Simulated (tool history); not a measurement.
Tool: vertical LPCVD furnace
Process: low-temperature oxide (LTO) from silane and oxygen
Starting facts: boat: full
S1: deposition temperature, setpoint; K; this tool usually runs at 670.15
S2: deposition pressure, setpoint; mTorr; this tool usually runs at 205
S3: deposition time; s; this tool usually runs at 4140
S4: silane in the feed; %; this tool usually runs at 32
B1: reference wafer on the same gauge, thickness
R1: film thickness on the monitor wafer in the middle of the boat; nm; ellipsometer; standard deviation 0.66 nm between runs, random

run	hour	S1	S2	S3	S4	B1	R1
1	0.0	670.15	205	4140	32	437.04	418.92
2	16.0	670.15	205	4140	32	436.90	417.57
3	42.8	670.15	205	4140	32	436.97	418.75
# hour 61.4: gauge calibrated
# hour 96.0: silane flow controller replaced
4	96.5	670.15	205	4140	32	437.02	408.83
5	101.6	670.15	205	4140	32	437.04	407.04
6	124.2	670.15	205	4140	32	437.10	407.26
# hour 158.2: pressure gauge zeroed
# hour 159.3: thermocouples replaced and temperature profile calibrated
# hour 159.8: silane flow controller replaced, repeated, since the last time left the tool worse
7	160.3	670.15	205	4140	32	437.05	438.67
8	165.4	670.15	205	3690	28	436.97	320.50
9	177.9	670.15	205	4140	32	436.92	438.71
10	198.6	670.15	240	3450	32	437.00	427.81
# hour 214.2: gauge calibrated
11	222.8	664.15	170	5550	35	436.96	514.71
12	237.7	662.15	205	4140	32	437.09	397.54
13	264.4	670.15	205	4140	32	437.03	436.02
14	294.7	676.15	160	2580	32	437.02	226.64

Selected run-to-run steps in R1, each split into two signed amounts: the part the tool would show with no hidden state at all (from settings, incoming material and random variation), and the remainder, which goes to the hidden state together with any gauge scatter not common to the measured and the hidden-state-free results:
The tool's hidden condition here consists of: true tube temperature minus thermocouple reading, K; true pressure minus gauge reading, mTorr; deviation of the silane flow from its setpoint, %; gauge reads high (%).
Run 6 -> 7: pressure gauge zeroed, thermocouples replaced and temperature profile calibrated, silane flow controller replaced, repeated, since the last time left the tool worse. R1 +31.41 nm: hidden state +31.90, all else -0.49.
Run 13 -> 14: S1 670.15 -> 676.15, S2 205 -> 160, S3 4140 -> 2580. R1 -209.38 nm: hidden state +1.55, all else -210.93.
